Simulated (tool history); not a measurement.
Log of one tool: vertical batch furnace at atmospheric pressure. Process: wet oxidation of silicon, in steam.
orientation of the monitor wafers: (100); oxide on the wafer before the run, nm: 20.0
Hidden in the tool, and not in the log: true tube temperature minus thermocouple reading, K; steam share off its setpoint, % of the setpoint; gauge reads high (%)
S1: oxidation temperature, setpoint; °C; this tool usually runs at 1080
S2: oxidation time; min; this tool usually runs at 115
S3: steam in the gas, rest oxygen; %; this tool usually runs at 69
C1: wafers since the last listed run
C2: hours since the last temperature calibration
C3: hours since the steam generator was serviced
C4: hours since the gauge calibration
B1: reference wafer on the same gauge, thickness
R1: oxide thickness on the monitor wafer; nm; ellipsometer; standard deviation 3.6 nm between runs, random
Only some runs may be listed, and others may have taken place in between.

run	hour	S1	S2	S3	C1	C2	C3	C4	B1	R1
1	0	1080	115	69	0	2085.8	1425.7	370.5	934.88	821.86
2	16.8	1080	115	76	201	2102.6	1442.5	387.3	934.56	869.39
3	50.6	1080	115	76	406	2136.4	1476.3	421.1	935.18	856.9
# hour 127.4: steam generator serviced
4	127.9	1080	115	69	640	2213.7	0.5	498.4	935.26	860.71
5	153	1092	115	69	301	2238.8	25.6	523.5	935.37	897.54
6	184.6	1080	115	69	379	2270.4	57.2	555.1	934.49	858.14
7	199.4	1080	115	69	177	2285.2	72	569.9	934.75	856.21
# hour 218.4: gauge calibrated
8	218.9	1080	115	69	234	2304.7	91.5	0.5	934.98	865.28
9	251.7	1080	115	69	394	2337.5	124.3	33.3	934.81	856.72
10	274.7	1080	115	69	276	2360.5	147.3	56.3	934.25	848.13
11	288.1	1080	115	69	161	2373.9	160.7	69.7	935.67	856.33
12	322.7	1080	132	69	416	2408.5	195.3	104.3	935.64	927.55
13	336.4	1080	132	69	164	2422.2	209	118	935.26	924.79
14	366.3	1102	160	65	359	2452.1	238.9	147.9	934.84	1070.48
15	393.4	1096	129.5	81	325	2479.2	266	175	935.57	1052.42
16	428.2	1080	115	69	418	2514	300.8	209.8	934.62	858.53
17	444.7	1063	130	73	198	2530.5	317.3	226.3	934.28	876.59
18	456.8	1080	115	69	145	2542.6	329.4	238.4	934.05	852.86
19	483.7	1080	129.5	69	323	2569.5	356.3	265.3	934.82	905.65
20	502.3	1080	115	80	223	2588.1	374.9	283.9	935.55	924.5
21	534	1080	154	69	381	2619.8	406.6	315.6	935.69	998.7
22	562.7	1056	115	59	345	2648.5	435.3	344.3	934.97	696.83

Forecast run 23:
23	577.3	1098	161	78	175	2663.1	449.9	358.9	?	?

Run 23 gave B1 934.8, R1 1166.78 nm.
Had the tool carried no hidden state, the very same run would have given R1 1181.71 nm.
